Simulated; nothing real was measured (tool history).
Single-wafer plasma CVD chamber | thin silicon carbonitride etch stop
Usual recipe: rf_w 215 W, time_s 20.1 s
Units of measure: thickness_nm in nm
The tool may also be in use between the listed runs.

run,day,rf_w,time_s,wafers since the last listed run,hours since the last thermocouple change,hours since the last RF generator calibration,hours since the showerhead was replaced,hours since the gauge calibration,"read-back reference wafer on the same gauge, thickness_nm",thickness_nm
1,0.000,200,22.7,0,1223.3,1315.3,6654.2,906.9,11.998,12.780
2,1.588,200,22.7,857,1261.4,1353.4,6692.3,945.0,12.001,12.752
3,3.800,190,20.1,1195,1314.5,1406.5,6745.4,998.1,11.996,11.025
4,5.104,190,20.1,704,1345.8,1437.8,6776.7,1029.4,12.003,11.035
5,7.629,215,20.1,1364,1406.4,1498.4,6837.3,1090.0,11.998,11.656
6,8.979,215,20.1,729,1438.8,1530.8,6869.7,1122.4,12.000,11.647
7,10.358,215,20.1,745,1471.9,1563.9,6902.8,1155.5,12.008,11.655
8,11.800,250,20.1,779,1506.5,1598.5,6937.4,1190.1,11.994,12.368
9,13.342,250,20.1,833,1543.5,1635.5,6974.4,1227.1,11.998,12.363
# day 13.525: gauge calibrated
10,15.112,215,18.9,956,1586.0,1678.0,7016.9,38.1,11.995,10.913
11,17.462,240,20.1,1269,1642.4,1734.4,7073.3,94.5,12.001,12.139
12,19.092,240,20.1,880,1681.5,1773.5,7112.4,133.6,12.001,12.154
13,20.421,240,20.1,718,1713.4,1805.4,7144.3,165.5,12.001,12.163
14,22.954,205,20.1,1369,1774.2,1866.2,7205.1,226.3,12.004,11.378
# day 24.071: RF generator calibrated
15,25.825,215,20.1,1371,1843.1,42.1,7274.0,295.2,11.997,11.682
16,27.367,215,23.8,833,1880.1,79.1,7311.0,332.2,11.999,13.836
17,29.279,260,18.3,1033,1926.0,125.0,7356.9,378.1,12.005,11.499
18,30.683,175,21.6,758,1959.7,158.7,7390.6,411.8,11.993,11.491
19,31.883,175,16.8,648,1988.5,187.5,7419.4,440.6,12.003,8.901
20,33.783,215,16.3,1026,2034.1,233.1,7465.0,486.2,11.995,9.486
# day 35.475: showerhead replaced
21,35.958,255,20.1,995,2086.3,285.3,11.6,538.4,12.001,12.541
22,41.421,215,20.1,2952,2217.4,416.4,142.7,669.5,11.999,11.700
23,43.838,215,20.1,1306,2275.4,474.4,200.7,727.5,12.006,11.662
24,45.708,175,17.0,1011,2320.3,519.3,245.6,772.4,11.994,9.006
25,48.542,200,16.8,1531,2388.3,587.3,313.6,840.4,12.002,9.472
26,50.683,215,20.1,1157,2439.7,638.7,365.0,891.8,11.989,11.686
# day 54.738: thermocouple changed; heater temperature recalibrated
27,58.317,240,16.4,3945,85.9,821.9,548.2,1075.0,12.004,9.975
# day 60.779: gauge calibrated
28,66.275,180,22.2,4300,276.9,1012.9,739.2,131.9,12.000,11.946
29,70.088,180,18.6,2060,368.4,1104.4,830.7,223.4,12.005,10.022
30,72.912,230,18.0,1526,436.2,1172.2,898.5,291.2,11.996,10.740
31,75.367,215,20.1,1326,495.1,1231.1,957.4,350.1,11.996,11.652
32,77.500,245,23.0,1152,546.3,1282.3,1008.6,401.3,11.996,14.101
33,79.583,235,22.3,1125,596.3,1332.3,1058.6,451.3,12.003,13.435
34,81.258,215,16.8,905,636.5,1372.5,1098.8,491.5,12.000,9.745
35,83.633,175,23.6,1283,693.5,1429.5,1155.8,548.5,12.005,12.498
36,85.738,255,20.1,1137,744.0,1480.0,1206.3,599.0,12.004,12.474

3 options for the next run, each taken on its own from the tool as it stands now. Forecast them:
A,85.754,215,20.1,9,744.4,1480.4,1206.7,599.4,?,?
B,85.754,200,23.5,9,744.4,1480.4,1206.7,599.4,?,?
C,85.754,230,21.9,9,744.4,1480.4,1206.7,599.4,?,?

run,"read-back reference wafer on the same gauge, thickness_nm",thickness_nm
A,11.994,11.630
B,11.994,13.188
C,11.994,13.029
Without the tool's hidden state the same runs would have given:
run,thickness_nm
A,11.687
B,13.252
C,13.092

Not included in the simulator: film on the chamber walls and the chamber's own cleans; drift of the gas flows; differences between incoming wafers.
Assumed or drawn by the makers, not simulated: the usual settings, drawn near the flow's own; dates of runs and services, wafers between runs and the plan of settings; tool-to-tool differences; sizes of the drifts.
